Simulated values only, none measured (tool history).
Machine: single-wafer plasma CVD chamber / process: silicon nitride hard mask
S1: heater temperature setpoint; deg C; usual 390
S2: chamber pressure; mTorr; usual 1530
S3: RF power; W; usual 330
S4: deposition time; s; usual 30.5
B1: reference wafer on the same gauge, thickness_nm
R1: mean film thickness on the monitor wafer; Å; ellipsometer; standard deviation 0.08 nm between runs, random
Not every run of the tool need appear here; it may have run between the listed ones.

| run | day | S1 | S2 | S3 | S4 | B1 | R1 |
|---|---|---|---|---|---|---|---|
| 1 | 0 | 395 | 1620 | 330 | 30.5 | 38.664 | 344.78 |
| 2 | 2.062 | 395 | 1620 | 330 | 30.5 | 38.694 | 346.69 |
| 3 | 4.462 | 390 | 1530 | 330 | 30.5 | 38.657 | 336.93 |
| 4 | 6.442 | 390 | 1530 | 330 | 30.5 | 38.672 | 337.36 |
| 5 | 9.633 | 390 | 1530 | 330 | 30.5 | 38.674 | 335.05 |
| 6 | 12.629 | 390 | 1530 | 330 | 35 | 38.696 | 385.47 |
| 7 | 14.521 | 379 | 1530 | 330 | 30.5 | 38.705 | 336.14 |
|  | 15.688 | showerhead replaced |
| 8 | 17.542 | 380 | 1810 | 330 | 30.5 | 38.707 | 359.86 |
|  | 23.717 | RF generator calibrated |
| 9 | 26.208 | 377 | 1530 | 330 | 30.5 | 38.709 | 345.23 |
| 10 | 28.038 | 390 | 1530 | 270 | 30.5 | 38.689 | 323 |
| 11 | 31.058 | 390 | 1530 | 330 | 30.5 | 38.729 | 343.68 |
| 12 | 32.804 | 399 | 1530 | 330 | 24.9 | 38.711 | 281.06 |
| 13 | 36.704 | 390 | 1530 | 270 | 30.5 | 38.699 | 324.22 |
|  | 38.021 | capacitance manometer re-zeroed and calibrated |
| 14 | 40.192 | 390 | 1530 | 330 | 30.5 | 38.673 | 343.65 |
| 15 | 43.979 | 390 | 1530 | 330 | 30.5 | 38.677 | 343.56 |
| 16 | 46.588 | 390 | 1530 | 360 | 36.6 | 38.73 | 425.46 |
| 17 | 50.708 | 390 | 1760 | 330 | 30.5 | 38.699 | 361.76 |
|  | 52.438 | thermocouple changed; heater temperature recalibrated |
| 18 | 53.854 | 390 | 1530 | 330 | 30.5 | 38.702 | 344.14 |
| 19 | 56.658 | 382 | 1530 | 350 | 30.5 | 38.721 | 349.93 |
| 20 | 60.046 | 396 | 1420 | 305 | 24.8 | 38.714 | 262.91 |
| 21 | 62.45 | 390 | 1880 | 395 | 27.8 | 38.719 | 357.6 |
| 22 | 63.971 | 390 | 1530 | 330 | 30.5 | 38.712 | 341.98 |
| 23 | 65.5 | 390 | 1530 | 330 | 30.5 | 38.72 | 344.43 |
| 24 | 78.108 | 390 | 1530 | 295 | 30.5 | 38.678 | 329.36 |
| 25 | 79.954 | 390 | 1400 | 265 | 30.5 | 38.715 | 307.01 |
| 26 | 88.612 | 405 | 1830 | 390 | 30.5 | 38.659 | 382.1 |
| 27 | 95.179 | 382 | 1530 | 330 | 30.5 | 38.69 | 339.67 |
| 28 | 99.504 | 395 | 1530 | 330 | 35.3 | 38.726 | 391.25 |
| 29 | 103.592 | 390 | 1530 | 330 | 30.5 | 38.691 | 337.78 |

Some steps in R1 between neighbouring runs. How much of each would the tool show without its hidden state too (settings, what came in, random variation), and how much is left for the hidden state, with any gauge scatter that isn't in both results?
The hidden state here: wafer temperature above the value expected at the setpoint (K); delivered RF power above the setpoint (%); true pressure above the setpoint (%); gauge reads high (%).
Run 5 -> 6: S4 30.5 -> 35. R1 +50.42 Å: hidden state -2.08, all else +52.5.
Run 8 -> 9: S1 380 -> 377, S2 1810 -> 1530, RF generator calibrated. R1 -14.63 Å: hidden state +10.28, all else -24.91.
Run 19 -> 20: S1 382 -> 396, S2 1530 -> 1420, S3 350 -> 305, S4 30.5 -> 24.8. R1 -87.02 Å: hidden state +0.33, all else -87.35.
Run 20 -> 21: S1 396 -> 390, S2 1420 -> 1880, S3 305 -> 395, S4 24.8 -> 27.8. R1 +94.69 Å: hidden state -0.83, all else +95.52.
